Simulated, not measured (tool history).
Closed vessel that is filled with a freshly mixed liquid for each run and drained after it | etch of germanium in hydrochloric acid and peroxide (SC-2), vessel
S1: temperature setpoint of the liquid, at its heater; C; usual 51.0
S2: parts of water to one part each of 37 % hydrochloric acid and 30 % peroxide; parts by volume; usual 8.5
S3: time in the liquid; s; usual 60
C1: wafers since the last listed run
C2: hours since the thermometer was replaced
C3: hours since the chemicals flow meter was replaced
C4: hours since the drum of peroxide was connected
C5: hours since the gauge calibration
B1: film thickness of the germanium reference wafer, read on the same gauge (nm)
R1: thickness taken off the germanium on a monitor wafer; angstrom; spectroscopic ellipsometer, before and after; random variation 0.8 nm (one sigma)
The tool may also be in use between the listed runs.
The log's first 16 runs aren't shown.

run 17 hour=1128.2 | S1=51.0 S2=10.5 S3=45 | C1=16220 C2=505.3 C3=317.7 C4=422.9 C5=2444.3 | B1=90.05 | R1=1104.7
-- hour=1171.4 new drum of peroxide connected
run 18 hour=1180.5 | S1=51.0 S2=8.5 S3=60 | C1=5843 C2=557.6 C3=370.0 C4=9.1 C5=2496.6 | B1=90.02 | R1=1500.6
run 19 hour=1251.4 | S1=51.0 S2=8.5 S3=60 | C1=8076 C2=628.5 C3=440.9 C4=80.0 C5=2567.5 | B1=90.03 | R1=1492.2
run 20 hour=1344.3 | S1=51.0 S2=8.5 S3=60 | C1=10582 C2=721.4 C3=533.8 C4=172.9 C5=2660.4 | B1=90.02 | R1=1482.0
run 21 hour=1445.0 | S1=55.0 S2=12.0 S3=60 | C1=11470 C2=822.1 C3=634.5 C4=273.6 C5=2761.1 | B1=90.01 | R1=1614.6
-- hour=1478.2 thermometer replaced
run 22 hour=1551.8 | S1=44.0 S2=5.5 S3=45 | C1=12051 C2=73.6 C3=741.3 C4=380.4 C5=2867.9 | B1=90.00 | R1=940.6
-- hour=1603.2 new drum of peroxide connected
-- hour=1637.4 gauge calibrated
run 23 hour=1659.3 | S1=48.0 S2=12.5 S3=60 | C1=12131 C2=181.1 C3=848.8 C4=56.1 C5=21.9 | B1=90.02 | R1=1335.0
run 24 hour=1739.0 | S1=51.0 S2=8.5 S3=60 | C1=9078 C2=260.8 C3=928.5 C4=135.8 C5=101.6 | B1=89.95 | R1=1530.7
run 25 hour=1818.3 | S1=58.0 S2=5.5 S3=60 | C1=9033 C2=340.1 C3=1007.8 C4=215.1 C5=180.9 | B1=90.00 | R1=1918.9
run 26 hour=1888.7 | S1=51.0 S2=8.5 S3=60 | C1=8019 C2=410.5 C3=1078.2 C4=285.5 C5=251.3 | B1=90.00 | R1=1505.5
run 27 hour=1966.0 | S1=51.0 S2=8.5 S3=60 | C1=8805 C2=487.8 C3=1155.5 C4=362.8 C5=328.6 | B1=90.06 | R1=1503.2
run 28 hour=2036.2 | S1=51.0 S2=8.5 S3=60 | C1=7996 C2=558.0 C3=1225.7 C4=433.0 C5=398.8 | B1=90.03 | R1=1497.0
run 29 hour=2077.8 | S1=47.5 S2=9.5 S3=50 | C1=4738 C2=599.6 C3=1267.3 C4=474.6 C5=440.4 | B1=90.01 | R1=1107.0
-- hour=2138.2 new drum of peroxide connected
run 30 hour=2144.4 | S1=51.0 S2=10.5 S3=70 | C1=7472 C2=666.2 C3=1333.9 C4=6.2 C5=507.0 | B1=90.03 | R1=1718.6
-- hour=2223.9 chemicals flow meter replaced
run 31 hour=2225.4 | S1=46.0 S2=5.5 S3=60 | C1=9112 C2=747.2 C3=1.5 C4=87.2 C5=588.0 | B1=90.02 | R1=1281.9

Forecast each of these 3 alternatives for the next run:
run A hour=2226.1 | S1=41.0 S2=8.5 S3=60 | C1=79 C2=747.9 C3=2.2 C4=87.9 C5=588.7 | B1=? | R1=?
run B hour=2226.1 | S1=60.0 S2=8.5 S3=30 | C1=79 C2=747.9 C3=2.2 C4=87.9 C5=588.7 | B1=? | R1=?
run C hour=2226.1 | S1=41.5 S2=11.0 S3=35 | C1=79 C2=747.9 C3=2.2 C4=87.9 C5=588.7 | B1=? | R1=?

run=A B1=90.00 R1=1061.6
run=B B1=90.00 R1=973.1
run=C B1=90.00 R1=617.5
Without the tool's hidden state the same runs would have given:
run=A R1=1114.6
run=B R1=1015.7
run=C R1=647.9

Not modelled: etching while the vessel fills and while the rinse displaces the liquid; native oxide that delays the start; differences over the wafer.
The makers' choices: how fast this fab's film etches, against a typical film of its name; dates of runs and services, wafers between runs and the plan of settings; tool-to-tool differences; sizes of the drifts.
